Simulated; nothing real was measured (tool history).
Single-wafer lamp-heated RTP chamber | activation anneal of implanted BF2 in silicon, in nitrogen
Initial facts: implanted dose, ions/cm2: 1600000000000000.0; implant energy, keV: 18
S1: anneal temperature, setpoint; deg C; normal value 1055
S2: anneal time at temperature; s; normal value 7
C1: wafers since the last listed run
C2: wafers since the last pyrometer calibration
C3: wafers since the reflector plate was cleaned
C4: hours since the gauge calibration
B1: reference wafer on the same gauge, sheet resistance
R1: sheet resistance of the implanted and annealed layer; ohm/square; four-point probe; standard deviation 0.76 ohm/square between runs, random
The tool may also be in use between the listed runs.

| run | hour | S1 | S2 | C1 | C2 | C3 | C4 | B1 | R1 |
|---|---|---|---|---|---|---|---|---|---|
| 1 | 0.0 | 1055 | 8 | 0 | 3798 | 3929 | 148.0 | 146.88 | 140.82 |
| 2 | 9.2 | 1055 | 8 | 221 | 4020 | 4151 | 157.2 | 146.88 | 140.87 |
|  | 21.7 | reflector plate cleaned |
| 3 | 22.4 | 1055 | 7 | 125 | 4146 | 17 | 170.4 | 147.05 | 147.27 |
| 4 | 34.2 | 1055 | 7 | 284 | 4430 | 302 | 182.2 | 146.87 | 146.78 |
| 5 | 49.4 | 1070 | 7 | 366 | 4797 | 668 | 197.4 | 147.26 | 133.54 |
| 6 | 60.0 | 1070 | 7 | 255 | 5053 | 924 | 208.0 | 146.92 | 131.37 |
| 7 | 71.5 | 1055 | 7 | 277 | 5330 | 1202 | 219.5 | 147.05 | 146.04 |
| 8 | 87.3 | 1035 | 7 | 381 | 5711 | 1583 | 235.3 | 147.04 | 165.74 |
| 9 | 103.0 | 1055 | 7 | 378 | 6090 | 1961 | 251.0 | 146.98 | 142.63 |
| 10 | 141.9 | 1055 | 7 | 938 | 7028 | 2900 | 289.9 | 146.94 | 142.83 |
| 11 | 150.6 | 1055 | 7 | 209 | 7238 | 3110 | 298.6 | 146.91 | 141.84 |
| 12 | 165.6 | 1028 | 4 | 361 | 7600 | 3471 | 313.6 | 146.97 | 187.26 |
|  | 167.7 | gauge calibrated |
|  | 176.1 | pyrometer window cleaned and pyrometer calibrated |
| 13 | 181.1 | 1055 | 4 | 180 | 121 | 3652 | 13.4 | 146.86 | 162.63 |
| 14 | 195.5 | 1055 | 7 | 347 | 468 | 4000 | 27.8 | 147.10 | 147.26 |
| 15 | 212.6 | 1055 | 7 | 412 | 881 | 4412 | 44.9 | 147.17 | 147.02 |
|  | 230.9 | reflector plate cleaned |
| 16 | 231.4 | 1079 | 10 | 260 | 1141 | 12 | 63.7 | 146.99 | 119.09 |

Forecast run 17:
| 17 | 239.4 | 1055 | 6 | 192 | 1334 | 205 | 71.7 | ? | ? |

B1: 147.12
R1: 153.32 ohm/square
If the tool had no hidden condition, the same run with the same run-to-run variation would have returned R1 155.69 ohm/square.
